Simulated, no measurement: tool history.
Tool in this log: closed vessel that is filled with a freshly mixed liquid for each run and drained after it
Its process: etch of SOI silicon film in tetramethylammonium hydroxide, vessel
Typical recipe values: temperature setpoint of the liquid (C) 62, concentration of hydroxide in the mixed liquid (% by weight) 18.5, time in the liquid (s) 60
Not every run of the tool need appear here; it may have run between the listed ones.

run	hour	temperature setpoint of the liquid (C)	concentration of hydroxide in the mixed liquid (% by weight)	time in the liquid (s)	read-back film thickness of the SOI silicon film reference wafer, read on the same gauge (nm)	thickness taken off the SOI silicon film on a monitor wafer (Å)
1	0	62	14.5	60	49.99	2365.3
2	77.5	62	18.5	35	49.98	1259.5
3	130.4	62	21.5	60	49.98	2019.6
4	166.5	62	21.5	60	50.02	2031.8
5	205.6	62	18.5	60	50.04	2160.6
6	250.4	62	18.5	60	50.01	2159.6
7	344.7	62	18.5	60	49.97	2171
8	429.2	62	18.5	60	49.97	2194.3
9	531.3	62	18.5	60	49.93	2198.2
10	592.5	62	18.5	60	50.03	2214.9
11	660.1	62	18.5	60	49.96	2108.2
12	700.2	62	18.5	60	50.01	2130.9
13	744.7	62	18.5	60	49.97	2125.4
14	823.2	65	23.5	90	49.93	3387.4
15	937	62	21.5	30	49.99	999.9
16	1039.1	62	14.5	75	50.03	2988.1
17	1235.3	67.5	23.5	35	49.99	1602.3
18	1320.7	69	22.5	50	49.93	2564.4
19	1399.6	64.5	18.5	90	50.03	3654.7
20	1591	58.5	18.5	50	50	1419.3
21	1680	62	18.5	60	50.05	2124.3
22	1759.4	62	18.5	60	50.02	2145.1
23	1839.9	62	20.5	50	49.99	1712.4
24	1910.4	66	18.5	85	49.98	3889.2
25	1974.7	55	18.5	60	50.02	1404.2
26	2175.9	59	18.5	60	49.98	1813.2
27	2273.5	62	18.5	60	50	2104
28	2444.5	55	18.5	45	50.05	1030.2
29	2539.7	62	13.5	60	49.98	2465.6
30	2596.7	62	21.5	30	50.04	1005.6
31	2656.4	62	18.5	60	50.01	2154.8
32	2708.3	62	18.5	90	49.98	3265.7
33	2750.2	62	18.5	60	50	2165.9

Put back what was entered between runs (6 entries, withheld): which listed runs does each sit between, and how does the hidden state differ from the listed run before to the listed run after?
In the gap between runs 10 and 11: hydroxide flow meter replaced (hour 612.8)
  hydroxide flow below the setpoint (%): 13.7 -> 1.72
  measured less the result without the state, thickness taken off the SOI silicon film on a monitor wafer (Å): +120.6 -> +15.1
In the gap between runs 13 and 14: thermometer replaced (hour 803.9)
  hydroxide flow below the setpoint (%): 2.89 -> 3.97
  measured less the result without the state, thickness taken off the SOI silicon film on a monitor wafer (Å): +25.5 -> +155.7
In the gap between runs 18 and 19: hydroxide flow meter replaced (hour 1375.1)
  hydroxide flow below the setpoint (%): 10.8 -> 0.667
  measured less the result without the state, thickness taken off the SOI silicon film on a monitor wafer (Å): +175.8 -> +10.2
In the gap between runs 19 and 20: gauge calibrated (hour 1442.2)
  hydroxide flow below the setpoint (%): 0.667 -> 3.31
  measured less the result without the state, thickness taken off the SOI silicon film on a monitor wafer (Å): +10.2 -> +19.5
In the gap between runs 26 and 27: thermometer replaced (hour 2241.2); hydroxide flow meter replaced (hour 2256.6)
  hydroxide flow below the setpoint (%): 11.4 -> 1.17
  measured less the result without the state, thickness taken off the SOI silicon film on a monitor wafer (Å): +82.8 -> +10.3
